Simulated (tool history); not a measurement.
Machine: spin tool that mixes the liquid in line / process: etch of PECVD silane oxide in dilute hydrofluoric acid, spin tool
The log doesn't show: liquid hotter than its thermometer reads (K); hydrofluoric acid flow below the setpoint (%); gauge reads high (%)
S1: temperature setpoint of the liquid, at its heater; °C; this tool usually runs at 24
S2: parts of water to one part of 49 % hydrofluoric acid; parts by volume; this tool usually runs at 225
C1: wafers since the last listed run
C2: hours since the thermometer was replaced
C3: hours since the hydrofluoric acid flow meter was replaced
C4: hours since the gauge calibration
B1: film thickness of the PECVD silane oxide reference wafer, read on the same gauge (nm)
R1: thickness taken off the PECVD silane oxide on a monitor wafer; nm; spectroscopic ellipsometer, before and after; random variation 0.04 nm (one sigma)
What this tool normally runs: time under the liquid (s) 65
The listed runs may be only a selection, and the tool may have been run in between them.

{"run": 1, "hour": 0.0, "S1": 24, "S2": 225, "time under the liquid (s)": 65, "C1": 0, "C2": 3.6, "C3": 325, "C4": 1040.3, "B1": 150.03, "R1": 8.43}
{"run": 2, "hour": 130.0, "S1": 24, "S2": 225, "time under the liquid (s)": 65, "C1": 1836, "C2": 133.6, "C3": 455, "C4": 1170.3, "B1": 149.96, "R1": 8.41}
{"run": 3, "hour": 216.5, "S1": 24, "S2": 225, "time under the liquid (s)": 65, "C1": 1221, "C2": 220.1, "C3": 541.5, "C4": 1256.8, "B1": 150.04, "R1": 8.44}
{"hour": 234.3, "done": "hydrofluoric acid flow meter replaced"}
{"run": 4, "hour": 310.2, "S1": 24, "S2": 225, "time under the liquid (s)": 65, "C1": 1309, "C2": 313.8, "C3": 75.9, "C4": 1350.5, "B1": 150, "R1": 8.43}
{"run": 5, "hour": 387.2, "S1": 24, "S2": 225, "time under the liquid (s)": 65, "C1": 1087, "C2": 390.8, "C3": 152.9, "C4": 1427.5, "B1": 150.02, "R1": 8.37}
{"run": 6, "hour": 479.9, "S1": 24, "S2": 225, "time under the liquid (s)": 65, "C1": 1309, "C2": 483.5, "C3": 245.6, "C4": 1520.2, "B1": 150.04, "R1": 8.49}
{"run": 7, "hour": 544.3, "S1": 24, "S2": 225, "time under the liquid (s)": 65, "C1": 909, "C2": 547.9, "C3": 310, "C4": 1584.6, "B1": 150.02, "R1": 8.42}
{"run": 8, "hour": 602.6, "S1": 24, "S2": 225, "time under the liquid (s)": 65, "C1": 823, "C2": 606.2, "C3": 368.3, "C4": 1642.9, "B1": 150.01, "R1": 8.45}
{"hour": 647.2, "done": "thermometer replaced"}
{"run": 9, "hour": 661.5, "S1": 24, "S2": 275, "time under the liquid (s)": 35, "C1": 817, "C2": 14.3, "C3": 427.2, "C4": 1701.8, "B1": 150.05, "R1": 3.57}
{"run": 10, "hour": 750.5, "S1": 24, "S2": 225, "time under the liquid (s)": 55, "C1": 1256, "C2": 103.3, "C3": 516.2, "C4": 1790.8, "B1": 150.01, "R1": 7.11}
{"run": 11, "hour": 802.4, "S1": 24, "S2": 225, "time under the liquid (s)": 55, "C1": 732, "C2": 155.2, "C3": 568.1, "C4": 1842.7, "B1": 149.96, "R1": 7.17}
{"hour": 844.1, "done": "hydrofluoric acid flow meter replaced"}
{"run": 12, "hour": 851.9, "S1": 24, "S2": 225, "time under the liquid (s)": 55, "C1": 684, "C2": 204.7, "C3": 7.8, "C4": 1892.2, "B1": 149.98, "R1": 7.13}
{"run": 13, "hour": 950.4, "S1": 25.5, "S2": 225, "time under the liquid (s)": 65, "C1": 1391, "C2": 303.2, "C3": 106.3, "C4": 1990.7, "B1": 150.02, "R1": 8.91}
{"run": 14, "hour": 994.4, "S1": 25.5, "S2": 225, "time under the liquid (s)": 65, "C1": 621, "C2": 347.2, "C3": 150.3, "C4": 2034.7, "B1": 149.96, "R1": 8.81}
{"run": 15, "hour": 1048.1, "S1": 24, "S2": 225, "time under the liquid (s)": 65, "C1": 758, "C2": 400.9, "C3": 204, "C4": 2088.4, "B1": 149.98, "R1": 8.43}
{"run": 16, "hour": 1155.1, "S1": 19.5, "S2": 285, "time under the liquid (s)": 30, "C1": 1511, "C2": 507.9, "C3": 311, "C4": 2195.4, "B1": 150.01, "R1": 2.47}
{"hour": 1157.5, "done": "gauge calibrated"}
{"run": 17, "hour": 1237.8, "S1": 21, "S2": 145, "time under the liquid (s)": 95, "C1": 1167, "C2": 590.6, "C3": 393.7, "C4": 80.3, "B1": 149.99, "R1": 18.64}
{"run": 18, "hour": 1329.5, "S1": 24, "S2": 225, "time under the liquid (s)": 65, "C1": 1295, "C2": 682.3, "C3": 485.4, "C4": 172, "B1": 150.01, "R1": 8.46}
{"hour": 1348.9, "done": "thermometer replaced"}
{"run": 19, "hour": 1413.5, "S1": 28.5, "S2": 225, "time under the liquid (s)": 105, "C1": 1172, "C2": 64.6, "C3": 569.4, "C4": 256, "B1": 149.99, "R1": 16.02}
{"run": 20, "hour": 1472.3, "S1": 26, "S2": 305, "time under the liquid (s)": 90, "C1": 830, "C2": 123.4, "C3": 628.2, "C4": 314.8, "B1": 150.01, "R1": 8.56}
{"hour": 1487.4, "done": "hydrofluoric acid flow meter replaced"}
{"run": 21, "hour": 1548.8, "S1": 24, "S2": 180, "time under the liquid (s)": 80, "C1": 1066, "C2": 199.9, "C3": 61.4, "C4": 391.3, "B1": 150.01, "R1": 13.53}
{"run": 22, "hour": 1616.3, "S1": 24, "S2": 225, "time under the liquid (s)": 90, "C1": 953, "C2": 267.4, "C3": 128.9, "C4": 458.8, "B1": 149.97, "R1": 11.65}
{"run": 23, "hour": 1724.0, "S1": 25.5, "S2": 150, "time under the liquid (s)": 55, "C1": 1521, "C2": 375.1, "C3": 236.6, "C4": 566.5, "B1": 150.02, "R1": 12.18}
{"run": 24, "hour": 1811.2, "S1": 19, "S2": 140, "time under the liquid (s)": 40, "C1": 1231, "C2": 462.3, "C3": 323.8, "C4": 653.7, "B1": 150, "R1": 7.49}
{"run": 25, "hour": 1864.7, "S1": 29, "S2": 130, "time under the liquid (s)": 65, "C1": 755, "C2": 515.8, "C3": 377.3, "C4": 707.2, "B1": 149.97, "R1": 19.61}
{"run": 26, "hour": 1915.7, "S1": 25.5, "S2": 225, "time under the liquid (s)": 65, "C1": 720, "C2": 566.8, "C3": 428.3, "C4": 758.2, "B1": 149.98, "R1": 8.85}
{"hour": 1955.1, "done": "thermometer replaced"}
{"run": 27, "hour": 1999.4, "S1": 26, "S2": 225, "time under the liquid (s)": 90, "C1": 1167, "C2": 44.3, "C3": 512, "C4": 841.9, "B1": 150, "R1": 12.6}
{"hour": 2053.4, "done": "hydrofluoric acid flow meter replaced"}
{"run": 28, "hour": 2077.8, "S1": 29, "S2": 195, "time under the liquid (s)": 40, "C1": 1093, "C2": 122.7, "C3": 24.4, "C4": 920.3, "B1": 149.98, "R1": 7.33}
{"run": 29, "hour": 2140.2, "S1": 24, "S2": 225, "time under the liquid (s)": 65, "C1": 881, "C2": 185.1, "C3": 86.8, "C4": 982.7, "B1": 149.97, "R1": 8.46}
{"run": 30, "hour": 2399.0, "S1": 24, "S2": 225, "time under the liquid (s)": 45, "C1": 3655, "C2": 443.9, "C3": 345.6, "C4": 1241.5, "B1": 149.95, "R1": 5.83}
{"run": 31, "hour": 2481.8, "S1": 24, "S2": 225, "time under the liquid (s)": 65, "C1": 1169, "C2": 526.7, "C3": 428.4, "C4": 1324.3, "B1": 149.94, "R1": 8.45}
{"hour": 2540.5, "done": "thermometer replaced"}
{"run": 32, "hour": 2571.5, "S1": 20.5, "S2": 165, "time under the liquid (s)": 65, "C1": 1252, "C2": 31, "C3": 518.1, "C4": 1414, "B1": 149.99, "R1": 10.65}

5 options for the next run, each taken on its own from the tool as it stands now. Forecast them:
{"run": "A", "hour": 2571.9, "S1": 20, "S2": 225, "time under the liquid (s)": 65, "C1": 5, "C2": 31.4, "C3": 518.5, "C4": 1414.4, "B1": "?", "R1": "?"}
{"run": "B", "hour": 2571.9, "S1": 24, "S2": 130, "time under the liquid (s)": 85, "C1": 5, "C2": 31.4, "C3": 518.5, "C4": 1414.4, "B1": "?", "R1": "?"}
{"run": "C", "hour": 2571.9, "S1": 26.5, "S2": 165, "time under the liquid (s)": 55, "C1": 5, "C2": 31.4, "C3": 518.5, "C4": 1414.4, "B1": "?", "R1": "?"}
{"run": "D", "hour": 2571.9, "S1": 24, "S2": 175, "time under the liquid (s)": 65, "C1": 5, "C2": 31.4, "C3": 518.5, "C4": 1414.4, "B1": "?", "R1": "?"}
{"run": "E", "hour": 2571.9, "S1": 26.5, "S2": 120, "time under the liquid (s)": 75, "C1": 5, "C2": 31.4, "C3": 518.5, "C4": 1414.4, "B1": "?", "R1": "?"}

run=A B1=150.02 R1=7.22
run=B B1=150.02 R1=21.07
run=C B1=150.02 R1=11.33
run=D B1=150.02 R1=11.37
run=E B1=150.02 R1=22.45
The same runs, with their run-to-run variation unchanged, on a tool lacking any hidden condition would have given:
run=A R1=7.22
run=B R1=21.07
run=C R1=11.33
run=D R1=11.37
run=E R1=22.45
